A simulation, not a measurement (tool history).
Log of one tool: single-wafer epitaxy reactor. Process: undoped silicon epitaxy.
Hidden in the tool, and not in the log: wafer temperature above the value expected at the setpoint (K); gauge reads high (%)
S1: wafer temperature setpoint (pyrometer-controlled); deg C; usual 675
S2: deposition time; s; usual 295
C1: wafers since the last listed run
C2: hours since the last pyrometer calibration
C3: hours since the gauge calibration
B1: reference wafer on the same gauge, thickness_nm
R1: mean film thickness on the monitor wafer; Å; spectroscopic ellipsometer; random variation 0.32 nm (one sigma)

run    hour   S1   S2    C1      C2      C3      B1       R1
  1     0.0  686  310     0   831.6  1111.8  96.973  1131.96
  2    87.1  686  310   667   918.7  1198.9  96.658  1127.71
  3   139.5  675  309   401   971.1  1251.3  96.738   907.74
  4   356.1  675  309  1659  1187.7  1467.9  96.944   911.81
  5   424.6  675  295   524  1256.2  1536.4  96.798   867.65
  6   464.4  675  295   304  1296.0  1576.2  96.637   870.02
  7   544.0  675  295   609  1375.6  1655.8  96.829   872.59
  8   643.6  675  295   762  1475.2  1755.4  96.860   868.16
  9   719.2  670  280   579  1550.8  1831.0  96.936   742.78
 10   762.6  670  280   332  1594.2  1874.4  96.808   746.76
 11   833.3  670  280   541  1664.9  1945.1  96.685   749.19
 12   937.9  675  273   801  1769.5  2049.7  96.718   813.54
 13  1015.8  675  273   596  1847.4  2127.6  96.959   811.18
 14  1086.2  675  273   539  1917.8  2198.0  96.670   806.68
 15  1142.3  675  295   429  1973.9  2254.1  96.612   872.11
 16  1196.1  675  295   412  2027.7  2307.9  96.967   876.43
 17  1276.7  675  295   617  2108.3  2388.5  96.874   873.84
 18  1360.9  675  295   644  2192.5  2472.7  96.848   872.11
 19  1416.2  675  295   423  2247.8  2528.0  96.914   879.29
 20  1509.4  675  295   713  2341.0  2621.2  96.694   872.48
     1523.8  -- pyrometer calibrated
     1619.9  -- gauge calibrated
 21  1789.1  675  295  2081   265.3   169.2  96.839   841.02
 22  1879.7  689  333   693   355.9   259.8  96.993  1263.72
 23  1927.6  675  295   366   403.8   307.7  96.703   849.12
 24  2000.4  675  245   557   476.6   380.5  96.854   704.46
 25  2098.4  690  332   750   574.6   478.5  96.903  1293.01
 26  2168.9  669  335   540   645.1   549.0  96.700   857.59
 27  2272.8  683  295   795   749.0   652.9  96.728  1002.99
 28  2360.7  675  295   673   836.9   740.8  96.720   859.32
 29  2429.4  667  273   526   905.6   809.5  96.866   675.88
 30  2514.8  675  295   654   991.0   894.9  96.907   863.58
 31  2552.1  687  295   285  1028.3   932.2  96.819  1094.94
 32  2616.5  675  295   493  1092.7   996.6  96.879   865.20
 33  2709.3  669  273   710  1185.5  1089.4  96.741   704.06
 34  2795.6  683  353   661  1271.8  1175.7  96.848  1218.37
 35  2888.1  683  339   708  1364.3  1268.2  96.851  1174.22
 36  2955.5  670  280   516  1431.7  1335.6  96.839   744.95
 37  3024.5  683  280   528  1500.7  1404.6  96.614   970.64
 38  3088.2  685  334   487  1564.4  1468.3  97.024  1201.19
 39  3164.0  675  295   580  1640.2  1544.1  96.661   860.95
 40  3226.2  675  295   476  1702.4  1606.3  96.754   864.55
 41  3293.2  683  316   513  1769.4  1673.3  96.804  1098.74
 42  3366.6  675  295   562  1842.8  1746.7  97.015   872.09

What the log doesn't show, run by run:
gauge reads high (%): 0 in every run
H1: wafer temperature above the value expected at the setpoint (K)
run     H1
  1    1.7
  2   1.79
  3   1.84
  4      2
  5   2.04
  6   2.06
  7   2.11
  8   2.15
  9   2.19
 10    2.2
 11   2.23
 12   2.26
 13   2.28
 14    2.3
 15   2.31
 16   2.33
 17   2.34
 18   2.36
 19   2.37
 20   2.38
 21  0.488
 22  0.677
 23  0.769
 24  0.897
 25   1.05
 26   1.15
 27   1.28
 28   1.38
 29   1.44
 30   1.52
 31   1.55
 32    1.6
 33   1.66
 34   1.72
 35   1.77
 36    1.8
 37   1.83
 38   1.86
 39   1.88
 40   1.91
 41   1.93
 42   1.95

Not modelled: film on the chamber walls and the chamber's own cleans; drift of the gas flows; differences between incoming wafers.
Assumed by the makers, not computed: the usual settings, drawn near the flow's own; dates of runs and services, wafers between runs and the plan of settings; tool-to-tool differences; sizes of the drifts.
